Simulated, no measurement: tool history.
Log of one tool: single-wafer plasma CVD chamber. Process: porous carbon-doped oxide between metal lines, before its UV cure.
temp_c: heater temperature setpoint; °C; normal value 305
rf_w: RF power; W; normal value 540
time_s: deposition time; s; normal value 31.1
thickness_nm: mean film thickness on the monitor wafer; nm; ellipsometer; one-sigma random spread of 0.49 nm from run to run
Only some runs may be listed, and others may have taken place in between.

run	hour	temp_c	rf_w	time_s	wafers since the last listed run	hours since the last thermocouple change	hours since the last RF generator calibration	hours since the showerhead was replaced	hours since the gauge calibration	read-back reference wafer on the same gauge, thickness_nm	thickness_nm
1	0.0	305	540	31.1	0	2329.8	1556.4	2662.1	302.7	155.126	175.731
2	59.5	305	540	31.1	851	2389.3	1615.9	2721.6	362.2	155.204	175.680
3	122.3	305	540	31.1	898	2452.1	1678.7	2784.4	425.0	155.186	175.152
4	152.8	310	540	31.1	436	2482.6	1709.2	2814.9	455.5	155.291	171.305
# hour 217.9: gauge calibrated
5	219.2	310	540	31.1	950	2549.0	1775.6	2881.3	1.3	154.707	169.527
6	277.6	310	540	31.1	835	2607.4	1834.0	2939.7	59.7	155.129	169.446
7	395.6	309	540	31.1	1688	2725.4	1952.0	3057.7	177.7	155.145	169.188
# hour 433.4: thermocouple changed; heater temperature recalibrated
8	460.6	305	540	31.1	815	27.2	2017.0	3122.7	242.7	154.901	168.052
# hour 497.7: showerhead replaced
9	508.5	305	540	31.1	570	75.1	2064.9	10.8	290.6	154.976	167.413
# hour 562.2: RF generator calibrated
10	577.8	292	540	25.1	877	144.4	15.6	80.1	359.9	154.873	153.714
11	605.0	305	540	31.1	389	171.6	42.8	107.3	387.1	154.959	174.877
12	650.8	297	510	25.5	655	217.4	88.6	153.1	432.9	155.055	143.505
# hour 667.5: gauge calibrated
13	684.7	318	595	34.0	485	251.3	122.5	187.0	17.2	155.180	193.682
14	731.4	305	540	31.1	668	298.0	169.2	233.7	63.9	154.964	176.740
15	766.8	305	540	31.1	506	333.4	204.6	269.1	99.3	155.006	176.861

Run 16 comes next. What will it give?
16	796.2	305	615	34.4	420	362.8	234.0	298.5	128.7	?	?

{"run 16": {"read-back reference wafer on the same gauge, thickness_nm": 155.03, "thickness_nm": 217.487}}
Were there no unlogged condition in the tool, this run, its random variation unchanged, would have produced thickness_nm 215.853 nm.
